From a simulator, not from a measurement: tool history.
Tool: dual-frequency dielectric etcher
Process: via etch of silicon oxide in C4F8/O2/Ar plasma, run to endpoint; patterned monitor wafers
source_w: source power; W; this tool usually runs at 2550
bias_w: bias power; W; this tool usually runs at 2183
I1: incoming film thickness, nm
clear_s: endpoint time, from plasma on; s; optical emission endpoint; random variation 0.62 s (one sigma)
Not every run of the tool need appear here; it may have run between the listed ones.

Run 1, hour 0.0: usual settings; I1 1247.9. Result: clear_s 207.2 s.
Run 2, hour 60.0: usual settings but bias_w 1857 W; I1 1260.3. Result: clear_s 227.7 s.
Run 3, hour 117.2: usual settings but bias_w 1849 W; I1 1259.1. Result: clear_s 226.4 s.
Run 4, hour 143.3: usual settings but bias_w 1849 W; I1 1251.5. Result: clear_s 227.9 s.
Run 5, hour 196.5: usual settings but bias_w 1849 W; I1 1253.2. Result: clear_s 227.4 s.
Run 6, hour 240.8: usual settings but bias_w 1897 W; I1 1258.8. Result: clear_s 225.8 s.
Run 7, hour 268.9: usual settings; I1 1247.8. Result: clear_s 212.5 s.
Run 8, hour 339.3: usual settings; I1 1247.1. Result: clear_s 211.7 s.
Run 9, hour 393.3: usual settings; I1 1257.2. Result: clear_s 213.4 s.
Run 10, hour 438.6: usual settings but source_w 2180 W; I1 1254.1. Result: clear_s 226.9 s.
Run 11, hour 476.7: usual settings but source_w 2150 W; I1 1262.0. Result: clear_s 229.9 s.
At hour 522.2: wet clean of the chamber.
Run 12, hour 530.4: usual settings but source_w 2330 W, bias_w 2565 W; I1 1252.5. Result: clear_s 199.0 s.
At hour 635.5: bias power generator calibrated.
At hour 649.2: source power generator calibrated.
Run 13, hour 678.0: usual settings but source_w 2950 W, bias_w 2592 W; I1 1249.7. Result: clear_s 182.3 s.
Run 14, hour 715.5: usual settings; I1 1261.0. Result: clear_s 210.3 s.
Run 15, hour 769.0: usual settings but source_w 2930 W; I1 1268.9. Result: clear_s 200.8 s.
At hour 813.1: upper electrode replaced.
Run 16, hour 826.9: usual settings but source_w 2150 W, bias_w 2469 W; I1 1261.1. Result: clear_s 211.7 s.
Run 17, hour 884.2: usual settings; I1 1258.9. Result: clear_s 211.8 s.
Run 18, hour 939.9: usual settings but source_w 2360 W; I1 1245.0. Result: clear_s 215.2 s.
Run 19, hour 997.6: usual settings but bias_w 1912 W; I1 1243.6. Result: clear_s 224.3 s.
Run 20, hour 1033.7: usual settings but source_w 3160 W, bias_w 2618 W; I1 1256.2. Result: clear_s 181.5 s.
Run 21, hour 1057.8: usual settings but source_w 1940 W, bias_w 2724 W; I1 1253.9. Result: clear_s 213.1 s.
Run 22, hour 1129.1: usual settings but bias_w 2427 W; I1 1258.7. Result: clear_s 205.3 s.

Measured minus without-hidden-state, run by run (identical run-to-run variation in each term; gauge scatter may differ):
Hidden state present: etch rate over this chamber's usual, %; source power that arrives over what is set, %; bias power that arrives over what is set, %.
run  clear_s
  1     +2.1
  2     +3.2
  3     +3.9
  4     +4.4
  5     +5.0
  6     +5.7
  7     +5.7
  8     +6.6
  9     +7.4
 10     +8.5
 11     +9.2
 12     +0.1
 13     +1.8
 14     +2.5
 15     +3.1
 16     +4.0
 17     +4.7
 18     +5.6
 19     +6.7
 20     +5.8
 21     +7.1
 22     +7.8
